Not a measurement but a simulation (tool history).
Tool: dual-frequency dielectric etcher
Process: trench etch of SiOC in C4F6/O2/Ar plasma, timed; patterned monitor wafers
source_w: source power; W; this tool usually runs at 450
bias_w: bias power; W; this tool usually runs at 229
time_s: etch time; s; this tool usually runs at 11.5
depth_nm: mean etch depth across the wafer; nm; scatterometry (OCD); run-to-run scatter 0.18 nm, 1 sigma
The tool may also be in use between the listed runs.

run	day	source_w	bias_w	time_s	read-back reference wafer on the same gauge, depth_nm	depth_nm
1	0	450	229	11.5	26.83	27.26
2	1.371	450	229	11.5	26.85	27.31
3	2.85	450	229	11.5	26.82	27.62
4	4.354	450	229	11.5	26.86	26.97
5	5.146	450	229	11.5	26.86	26.96
6	6.142	450	229	11.5	26.78	27.01
7	7.329	450	229	11.5	26.77	26.72
8	8.45	450	229	11.5	26.82	26.64
9	9.242	450	229	11.5	26.82	26.83
# day 10.379: upper electrode replaced
10	10.4	450	229	11.5	26.78	26.47
11	10.612	450	229	11.5	26.86	26.83
# day 11.446: source power generator calibrated
# day 12.546: gauge calibrated
# day 12.738: wet clean of the chamber
12	12.758	450	229	11.5	26.73	28.33
13	13.046	450	229	11.5	26.76	28.12
14	14.042	450	229	11.5	26.8	28.27
15	15.525	450	229	11.5	26.7	27.65
16	16.983	450	229	11.5	26.91	27.76
# day 18.417: bias power generator calibrated
17	20.462	450	229	11.5	26.85	27.69
18	21.104	370	277	12.5	26.84	30.22
19	22.529	500	174	12.5	26.79	28.54
20	23.767	450	229	11.5	26.87	27.59
21	25.133	450	229	11.5	26.72	27.16
22	26.354	350	275	13.5	26.82	31.17
23	26.867	480	229	11.5	26.82	27.85
24	27.508	380	273	11.5	26.75	27.17
25	29.004	350	255	14	26.85	31.71
26	29.538	510	269	11.5	26.84	29.26
27	30.862	450	229	11.5	26.82	26.58
28	31.996	360	176	11.5	26.73	23.57
29	32.542	380	229	11.5	26.8	25.53
30	33.262	410	229	11.5	26.75	26.26
31	34.342	390	277	11.5	26.81	27.21

Some steps in depth_nm between neighbouring runs. How much of each would the tool show without its hidden state too (settings, what came in, random variation), and how much is left for the hidden state, with any gauge scatter that isn't in both results?
What the log doesn't record here: etch rate over this chamber's usual, %; source power that arrives over what is set, %; bias power that arrives over what is set, %; gauge reads high (%).
Run 11 -> 12: source power generator calibrated, gauge calibrated, wet clean of the chamber. depth_nm +1.5 nm: hidden state +1.42, all else +0.08.
Run 16 -> 17: bias power generator calibrated. depth_nm -0.07 nm: hidden state -0.24, all else +0.17.
Run 21 -> 22: source_w 450 -> 350, bias_w 229 -> 275, time_s 11.5 -> 13.5. depth_nm +4.01 nm: hidden state -0.2, all else +4.21.
Run 22 -> 23: source_w 350 -> 480, bias_w 275 -> 229, time_s 13.5 -> 11.5. depth_nm -3.32 nm: hidden state +0.05, all else -3.37.
Run 24 -> 25: source_w 380 -> 350, bias_w 273 -> 255, time_s 11.5 -> 14. depth_nm +4.54 nm: hidden state -0.26, all else +4.8.
